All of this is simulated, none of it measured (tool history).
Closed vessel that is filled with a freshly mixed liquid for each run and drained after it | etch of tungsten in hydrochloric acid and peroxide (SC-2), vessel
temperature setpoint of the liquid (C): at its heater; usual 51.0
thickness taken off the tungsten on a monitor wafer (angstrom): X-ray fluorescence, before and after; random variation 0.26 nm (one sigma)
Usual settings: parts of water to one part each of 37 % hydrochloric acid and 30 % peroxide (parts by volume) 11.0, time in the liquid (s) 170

| run | hour | temperature setpoint of the liquid (C) | parts of water to one part each of 37 % hydrochloric acid and 30 % peroxide (parts by volume) | time in the liquid (s) | wafers since the last listed run | hours since the thermometer was replaced | hours since the chemicals flow meter was replaced | hours since the drum of peroxide was connected | hours since the gauge calibration | read-back film thickness of the tungsten reference wafer, read on the same gauge (nm) | thickness taken off the tungsten on a monitor wafer (angstrom) |
|---|---|---|---|---|---|---|---|---|---|---|---|
| 1 | 0.0 | 55.0 | 11.0 | 170 | 0 | 41.7 | 1262.7 | 875.1 | 41.7 | 89.98 | 504.5 |
| 2 | 30.0 | 54.5 | 11.0 | 170 | 3454 | 71.7 | 1292.7 | 905.1 | 71.7 | 89.97 | 486.8 |
| 3 | 52.2 | 54.5 | 11.0 | 170 | 2556 | 93.9 | 1314.9 | 927.3 | 93.9 | 89.95 | 487.2 |
| 4 | 65.9 | 53.5 | 11.0 | 170 | 1577 | 107.6 | 1328.6 | 941.0 | 107.6 | 89.94 | 453.4 |
|  | 80.4 | new drum of peroxide connected |
| 5 | 97.8 | 53.5 | 11.0 | 170 | 3558 | 139.5 | 1360.5 | 17.4 | 139.5 | 89.89 | 456.3 |
| 6 | 125.8 | 53.5 | 11.0 | 170 | 3224 | 167.5 | 1388.5 | 45.4 | 167.5 | 89.85 | 457.1 |
| 7 | 151.5 | 51.0 | 11.0 | 170 | 2959 | 193.2 | 1414.2 | 71.1 | 193.2 | 89.79 | 388.9 |
| 8 | 183.6 | 60.5 | 16.5 | 125 | 3696 | 225.3 | 1446.3 | 103.2 | 225.3 | 89.74 | 363.0 |
| 9 | 197.7 | 60.5 | 16.5 | 125 | 1623 | 239.4 | 1460.4 | 117.3 | 239.4 | 89.74 | 371.7 |
| 10 | 226.7 | 51.0 | 9.0 | 170 | 3339 | 268.4 | 1489.4 | 146.3 | 268.4 | 89.63 | 463.3 |
| 11 | 257.5 | 51.0 | 11.0 | 170 | 3547 | 299.2 | 1520.2 | 177.1 | 299.2 | 89.56 | 385.9 |
| 12 | 277.2 | 51.0 | 8.5 | 170 | 2268 | 318.9 | 1539.9 | 196.8 | 318.9 | 89.52 | 478.9 |
| 13 | 307.5 | 51.0 | 11.0 | 170 | 3489 | 349.2 | 1570.2 | 227.1 | 349.2 | 89.40 | 380.3 |
|  | 321.0 | chemicals flow meter replaced |
| 14 | 326.1 | 51.0 | 8.0 | 105 | 2026 | 367.8 | 5.1 | 245.7 | 367.8 | 89.34 | 309.6 |
| 15 | 347.0 | 51.0 | 7.5 | 170 | 2406 | 388.7 | 26.0 | 266.6 | 388.7 | 89.24 | 526.6 |
| 16 | 374.3 | 47.0 | 13.0 | 115 | 3144 | 416.0 | 53.3 | 293.9 | 416.0 | 89.13 | 173.2 |
| 17 | 401.8 | 46.0 | 9.5 | 170 | 3167 | 443.5 | 80.8 | 321.4 | 443.5 | 89.01 | 311.6 |
| 18 | 425.0 | 55.5 | 6.0 | 170 | 2671 | 466.7 | 104.0 | 344.6 | 466.7 | 88.91 | 844.0 |
| 19 | 444.1 | 51.0 | 11.0 | 170 | 2199 | 485.8 | 123.1 | 363.7 | 485.8 | 88.81 | 383.8 |
| 20 | 477.3 | 51.0 | 11.0 | 170 | 3823 | 519.0 | 156.3 | 396.9 | 519.0 | 88.65 | 383.6 |
| 21 | 501.9 | 51.0 | 11.0 | 170 | 2833 | 543.6 | 180.9 | 421.5 | 543.6 | 88.51 | 382.1 |
| 22 | 530.3 | 46.0 | 9.5 | 170 | 3270 | 572.0 | 209.3 | 449.9 | 572.0 | 88.35 | 311.4 |
| 23 | 544.1 | 44.0 | 15.0 | 170 | 1589 | 585.8 | 223.1 | 463.7 | 585.8 | 88.25 | 180.9 |
| 24 | 572.5 | 60.5 | 15.0 | 170 | 3270 | 614.2 | 251.5 | 492.1 | 614.2 | 88.12 | 541.7 |
| 25 | 600.6 | 54.5 | 11.0 | 75 | 3236 | 642.3 | 279.6 | 520.2 | 642.3 | 87.95 | 208.6 |

The next listed run, before its measurement:
| 26 | 621.4 | 51.0 | 11.0 | 170 | 2395 | 663.1 | 300.4 | 541.0 | 663.1 | ? | ? |

Run 26 gave read-back film thickness of the tungsten reference wafer, read on the same gauge (nm) 87.80, thickness taken off the tungsten on a monitor wafer (angstrom) 379.3.
Without the tool's hidden state the same run would have given thickness taken off the tungsten on a monitor wafer (angstrom) 388.9.
